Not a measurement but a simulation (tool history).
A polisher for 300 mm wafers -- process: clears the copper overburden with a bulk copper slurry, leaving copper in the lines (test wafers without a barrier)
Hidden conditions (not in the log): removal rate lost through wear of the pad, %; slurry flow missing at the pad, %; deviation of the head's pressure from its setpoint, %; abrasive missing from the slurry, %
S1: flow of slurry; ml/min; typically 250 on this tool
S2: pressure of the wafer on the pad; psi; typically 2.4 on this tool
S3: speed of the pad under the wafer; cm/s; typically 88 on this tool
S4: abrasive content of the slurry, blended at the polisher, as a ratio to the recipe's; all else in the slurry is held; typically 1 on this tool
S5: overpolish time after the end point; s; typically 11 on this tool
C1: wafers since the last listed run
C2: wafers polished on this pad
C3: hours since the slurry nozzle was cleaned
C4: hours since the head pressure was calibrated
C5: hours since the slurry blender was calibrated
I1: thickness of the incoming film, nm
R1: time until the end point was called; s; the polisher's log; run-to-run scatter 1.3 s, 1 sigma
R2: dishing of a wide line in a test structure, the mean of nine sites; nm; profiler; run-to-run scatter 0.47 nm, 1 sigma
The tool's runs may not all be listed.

run	hour	S1	S2	S3	S4	S5	C1	C2	C3	C4	C5	I1	R1	R2
1	0	305	2.4	88	1	11	0	222	579.5	1295.7	469.8	571.2	98.4	44.1
2	12.7	250	2	88	1	11	131	353	592.2	1308.4	482.5	587.4	124.8	37.6
3	24.5	250	2	88	1	11	121	475	604	1320.2	494.3	579.5	126.9	36.1
4	32.4	250	2	88	1	11	81	556	611.9	1328.1	502.2	586.1	125.4	35.6
5	47.7	250	2.4	88	1	11	157	714	627.2	1343.4	517.5	579.7	104.5	42.9
6	60.7	250	1.9	88	1	11	134	848	640.2	1356.4	530.5	582.6	135.8	34.8
# hour 65.9: slurry blender recalibrated
7	67.4	225	2.4	88	1	11	48	897	646.9	1363.1	1.5	577.4	106.5	41.1
# hour 73.8: worn pad replaced by a new one
8	75.7	250	2.4	88	1	11	44	19	655.2	1371.4	9.8	582.4	115.5	39
# hour 79.2: head pressure recalibrated
9	92.6	250	2.4	88	1	11	153	173	672.1	13.4	26.7	579.6	119.8	38.5
10	100.8	250	2.4	88	1	11	84	258	680.3	21.6	34.9	586.3	119.5	39.7
11	112.5	250	2.4	88	1	11	120	378	692	33.3	46.6	583.7	119.3	38.7
# hour 122.3: worn pad replaced by a new one, repeated, since the last time left the tool worse
12	127.6	250	2.7	114	1.1	6	114	54	707.1	48.4	61.7	579.6	67.6	37.8
13	138.7	315	2.4	88	1	4	114	169	718.2	59.5	72.8	584.9	100.4	18.6
14	156.2	250	3.1	66	0.75	16	180	349	735.7	77	90.3	585	114.7	53.5
15	164.1	250	2.4	88	1	14	81	431	743.6	84.9	98.2	569	102	50.9
16	177.2	250	2.4	114	1	14	135	566	756.7	98	111.3	570.8	79.5	61
17	185.9	315	2.4	88	1	11	89	656	765.4	106.7	120	568.9	102	43.1
18	192.8	185	1.9	88	1	11	71	727	772.3	113.6	126.9	585.4	137.2	34.9
19	207.6	250	2.4	88	1	11	152	880	787.1	128.4	141.7	572.1	107.6	42.1
# hour 211.1: slurry nozzle cleaned
20	216.3	190	1.8	88	1.25	16	79	959	5.2	137.1	150.4	579.6	137.8	45.2
# hour 223.4: worn pad replaced by a new one
21	229.9	250	2.4	88	1	11	99	67	18.8	150.7	164	581	101.1	43.9
22	243.1	250	2.4	88	0.9	11	136	203	32	163.9	177.2	587	104.7	42.6
23	253.9	325	1.9	72	1	17	111	315	42.8	174.7	188	580.6	154.6	43.7
24	261.8	210	2.4	88	1	9	81	396	50.7	182.6	195.9	586	103.5	37.3
25	269.8	250	2.4	88	1	11	82	479	58.7	190.6	203.9	569.6	101.9	43.4
26	284.6	250	2.4	88	1	11	152	631	73.5	205.4	218.7	572.9	104.7	42.3
27	296.9	250	2.4	110	1	11	126	758	85.8	217.7	231	589.5	86.6	50.5
28	311	250	2.4	102	1	11	145	904	99.9	231.8	245.1	570.1	93.1	46.4
# hour 324.4: worn pad replaced by a new one
29	324.9	320	3.1	118	1	11	102	5	113.8	245.7	259	580	57.8	66.9

For some of the steps in R1 from one run to the next: how much would appear even if the tool had no hidden state, given the settings, what came in and random variation, and how much remains for the hidden state plus any gauge scatter that the measured result and the result without hidden state don't share?
Run 11 -> 12: S2 2.4 -> 2.7, S3 88 -> 114, S4 1 -> 1.1, S5 11 -> 6, worn pad replaced by a new one, repeated, since the last time left the tool worse. R1 -51.7 s: hidden state -17.4, all else -34.3.
Run 20 -> 21: S1 190 -> 250, S2 1.8 -> 2.4, S4 1.25 -> 1, S5 16 -> 11, worn pad replaced by a new one. R1 -36.7 s: hidden state -8.7, all else -28.
Run 23 -> 24: S1 325 -> 210, S2 1.9 -> 2.4, S3 72 -> 88, S5 17 -> 9. R1 -51.1 s: hidden state -0.6, all else -50.5.
